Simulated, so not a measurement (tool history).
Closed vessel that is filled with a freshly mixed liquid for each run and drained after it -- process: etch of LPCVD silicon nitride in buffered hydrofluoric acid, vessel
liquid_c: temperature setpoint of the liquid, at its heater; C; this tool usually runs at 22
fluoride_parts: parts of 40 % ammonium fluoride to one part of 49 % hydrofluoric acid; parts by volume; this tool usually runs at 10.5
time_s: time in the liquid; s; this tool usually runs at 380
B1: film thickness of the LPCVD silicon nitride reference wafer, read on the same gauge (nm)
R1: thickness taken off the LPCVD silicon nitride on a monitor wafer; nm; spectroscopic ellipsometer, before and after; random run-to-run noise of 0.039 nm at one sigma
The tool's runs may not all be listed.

Run 1, hour 0: usual settings; B1 123.845. Result: R1 4.135 nm.
Run 2, hour 81.2: usual settings; B1 123.671. Result: R1 4.074 nm.
Run 3, hour 119.3: usual settings but liquid_c 25.5 C, fluoride_parts 12 parts by volume; B1 123.573. Result: R1 4.43 nm.
Run 4, hour 206.2: usual settings but time_s 280 s; B1 123.421. Result: R1 3.005 nm.
Run 5, hour 298.7: usual settings but time_s 280 s; B1 123.217. Result: R1 3.049 nm.
Run 6, hour 387.2: usual settings but time_s 280 s; B1 123.073. Result: R1 3.008 nm.
Run 7, hour 448: usual settings; B1 122.973. Result: R1 4.084 nm.
Run 8, hour 518.4: usual settings; B1 122.851. Result: R1 4.024 nm.
Run 9, hour 663.9: usual settings; B1 122.667. Result: R1 4.128 nm.
Run 10, hour 810.9: usual settings; B1 122.487. Result: R1 4.065 nm.
Run 11, hour 906.9: usual settings; B1 122.411. Result: R1 4.064 nm.
Run 12, hour 979.6: usual settings; B1 122.359. Result: R1 4.035 nm.
Run 13, hour 1059: usual settings; B1 122.215. Result: R1 4.05 nm.
Run 14, hour 1104.2: usual settings; B1 122.179. Result: R1 4.047 nm.
Run 15, hour 1185: usual settings; B1 122.13. Result: R1 4.093 nm.
At hour 1297.1: hydrofluoric acid flow meter replaced.
Run 16, hour 1366.8: usual settings; B1 122.008. Result: R1 4.074 nm.
At hour 1419.6: gauge calibrated.
Run 17, hour 1448.2: usual settings; B1 129.137. Result: R1 4.29 nm.
Run 18, hour 1499.1: usual settings; B1 128.745. Result: R1 4.317 nm.
Run 19, hour 1562.7: usual settings but time_s 440 s; B1 128.185. Result: R1 4.923 nm.
At hour 1609.2: thermometer replaced.
Run 20, hour 1621.5: usual settings but liquid_c 17.5 C, fluoride_parts 9.5 parts by volume, time_s 440 s; B1 127.724. Result: R1 4.128 nm.
Run 21, hour 1666.1: usual settings but liquid_c 24 C, time_s 220 s; B1 127.458. Result: R1 2.765 nm.
Run 22, hour 1740.1: usual settings but liquid_c 20.5 C, fluoride_parts 14 parts by volume, time_s 475 s; B1 126.962. Result: R1 3.664 nm.
Run 23, hour 1834.9: usual settings but liquid_c 25.5 C, fluoride_parts 9 parts by volume; B1 126.309. Result: R1 5.731 nm.
Run 24, hour 1929.9: usual settings but time_s 590 s; B1 125.859. Result: R1 6.464 nm.
Run 25, hour 2033.5: usual settings but liquid_c 25 C, fluoride_parts 13 parts by volume; B1 125.303. Result: R1 3.985 nm.
Run 26, hour 2100.7: usual settings but liquid_c 24 C, fluoride_parts 12.5 parts by volume, time_s 570 s; B1 125.014. Result: R1 5.88 nm.
Run 27, hour 2185: usual settings but time_s 305 s; B1 124.659. Result: R1 3.27 nm.
Run 28, hour 2242.8: usual settings but fluoride_parts 8 parts by volume; B1 124.404. Result: R1 5.278 nm.
Run 29, hour 2282.6: usual settings but liquid_c 26 C, fluoride_parts 9 parts by volume, time_s 215 s; B1 124.243. Result: R1 3.286 nm.
Run 30, hour 2363.8: usual settings but liquid_c 25.5 C, time_s 485 s; B1 123.933. Result: R1 6.33 nm.
Run 31, hour 2459: usual settings but time_s 265 s; B1 123.587. Result: R1 2.866 nm.
Run 32, hour 2523: usual settings but time_s 455 s; B1 123.487. Result: R1 4.846 nm.
Run 33, hour 2587.4: usual settings; B1 123.271. Result: R1 4.137 nm.

Consider 3 possible next runs. They are alternatives, not a sequence: every one starts from the tool as it was left by run 33. What does each give?
Run A, hour 2588.2: usual settings; B1 ?. Result: R1 ?.
Run B, hour 2588.2: usual settings but fluoride_parts 8.5 parts by volume, time_s 470 s; B1 ?. Result: R1 ?.
Run C, hour 2588.2: usual settings but fluoride_parts 6.5 parts by volume; B1 ?. Result: R1 ?.

run       B1     R1
  A  123.271  4.078
  B  123.271  6.013
  C  123.271  6.397
What these runs would have given with no unlogged condition in the tool:
run     R1
  A  4.301
  B  6.342
  C  6.746
